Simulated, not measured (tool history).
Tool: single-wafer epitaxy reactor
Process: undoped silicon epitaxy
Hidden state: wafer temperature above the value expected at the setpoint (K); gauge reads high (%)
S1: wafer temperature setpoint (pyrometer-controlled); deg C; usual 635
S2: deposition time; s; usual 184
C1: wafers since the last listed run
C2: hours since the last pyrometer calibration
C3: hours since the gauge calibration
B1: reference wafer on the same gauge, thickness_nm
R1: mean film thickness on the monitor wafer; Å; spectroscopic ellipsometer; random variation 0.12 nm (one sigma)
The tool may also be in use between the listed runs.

run 1 day=0.000 | S1=635 S2=184 | C1=0 C2=791.7 C3=633.8 | B1=17.303 | R1=198.15
run 2 day=1.562 | S1=635 S2=184 | C1=287 C2=829.2 C3=671.3 | B1=17.295 | R1=196.88
run 3 day=9.375 | S1=624 S2=200 | C1=1437 C2=1016.7 C3=858.8 | B1=17.283 | R1=172.36
run 4 day=12.017 | S1=624 S2=200 | C1=485 C2=1080.1 C3=922.2 | B1=17.316 | R1=170.95
run 5 day=13.408 | S1=635 S2=184 | C1=256 C2=1113.5 C3=955.6 | B1=17.291 | R1=196.43
run 6 day=14.942 | S1=635 S2=184 | C1=282 C2=1150.3 C3=992.4 | B1=17.297 | R1=197.41
run 7 day=17.425 | S1=635 S2=184 | C1=456 C2=1209.9 C3=1052.0 | B1=17.292 | R1=195.70
run 8 day=20.300 | S1=626 S2=176 | C1=528 C2=1278.9 C3=1121.0 | B1=17.303 | R1=155.04
run 9 day=23.150 | S1=626 S2=176 | C1=524 C2=1347.3 C3=1189.4 | B1=17.304 | R1=154.97
run 10 day=25.675 | S1=635 S2=184 | C1=464 C2=1407.9 C3=1250.0 | B1=17.296 | R1=195.49
run 11 day=26.875 | S1=635 S2=184 | C1=220 C2=1436.7 C3=1278.8 | B1=17.306 | R1=194.28
-- day=27.771 gauge calibrated
run 12 day=28.450 | S1=635 S2=184 | C1=289 C2=1474.5 C3=16.3 | B1=17.293 | R1=194.18
run 13 day=29.867 | S1=626 S2=149 | C1=260 C2=1508.5 C3=50.3 | B1=17.319 | R1=131.56
-- day=31.992 pyrometer calibrated
run 14 day=32.846 | S1=620 S2=217 | C1=486 C2=20.5 C3=121.8 | B1=17.293 | R1=178.09
run 15 day=40.358 | S1=649 S2=214 | C1=1382 C2=200.8 C3=302.1 | B1=17.311 | R1=310.64
run 16 day=41.767 | S1=648 S2=203 | C1=259 C2=234.6 C3=335.9 | B1=17.288 | R1=285.53
run 17 day=44.229 | S1=635 S2=184 | C1=453 C2=293.7 C3=395.0 | B1=17.277 | R1=202.18
run 18 day=46.683 | S1=648 S2=175 | C1=451 C2=352.6 C3=453.9 | B1=17.319 | R1=248.47
run 19 day=48.179 | S1=635 S2=208 | C1=275 C2=388.5 C3=489.8 | B1=17.309 | R1=226.18
run 20 day=50.538 | S1=624 S2=200 | C1=433 C2=445.1 C3=546.4 | B1=17.305 | R1=175.57
run 21 day=53.442 | S1=635 S2=184 | C1=534 C2=514.8 C3=616.1 | B1=17.287 | R1=200.61
run 22 day=55.258 | S1=643 S2=164 | C1=334 C2=558.4 C3=659.7 | B1=17.305 | R1=207.35
run 23 day=57.308 | S1=625 S2=184 | C1=377 C2=607.6 C3=708.9 | B1=17.285 | R1=161.46
run 24 day=58.846 | S1=635 S2=217 | C1=282 C2=644.5 C3=745.8 | B1=17.288 | R1=236.28
run 25 day=60.754 | S1=635 S2=184 | C1=351 C2=690.3 C3=791.6 | B1=17.314 | R1=199.14

5 ways to go on from here, each from the tool as it stands after run 25. What would each give?
run A day=60.775 | S1=622 S2=184 | C1=3 C2=690.8 C3=792.1 | B1=? | R1=?
run B day=60.775 | S1=621 S2=206 | C1=3 C2=690.8 C3=792.1 | B1=? | R1=?
run C day=60.775 | S1=623 S2=148 | C1=3 C2=690.8 C3=792.1 | B1=? | R1=?
run D day=60.775 | S1=623 S2=159 | C1=3 C2=690.8 C3=792.1 | B1=? | R1=?
run E day=60.775 | S1=621 S2=173 | C1=3 C2=690.8 C3=792.1 | B1=? | R1=?

run=A B1=17.300 R1=151.69
run=B B1=17.300 R1=166.39
run=C B1=17.300 R1=124.52
run=D B1=17.300 R1=133.78
run=E B1=17.300 R1=139.74
Without the tool's hidden state the same runs would have given:
run=A R1=158.29
run=B R1=173.64
run=C R1=129.93
run=D R1=139.58
run=E R1=145.83

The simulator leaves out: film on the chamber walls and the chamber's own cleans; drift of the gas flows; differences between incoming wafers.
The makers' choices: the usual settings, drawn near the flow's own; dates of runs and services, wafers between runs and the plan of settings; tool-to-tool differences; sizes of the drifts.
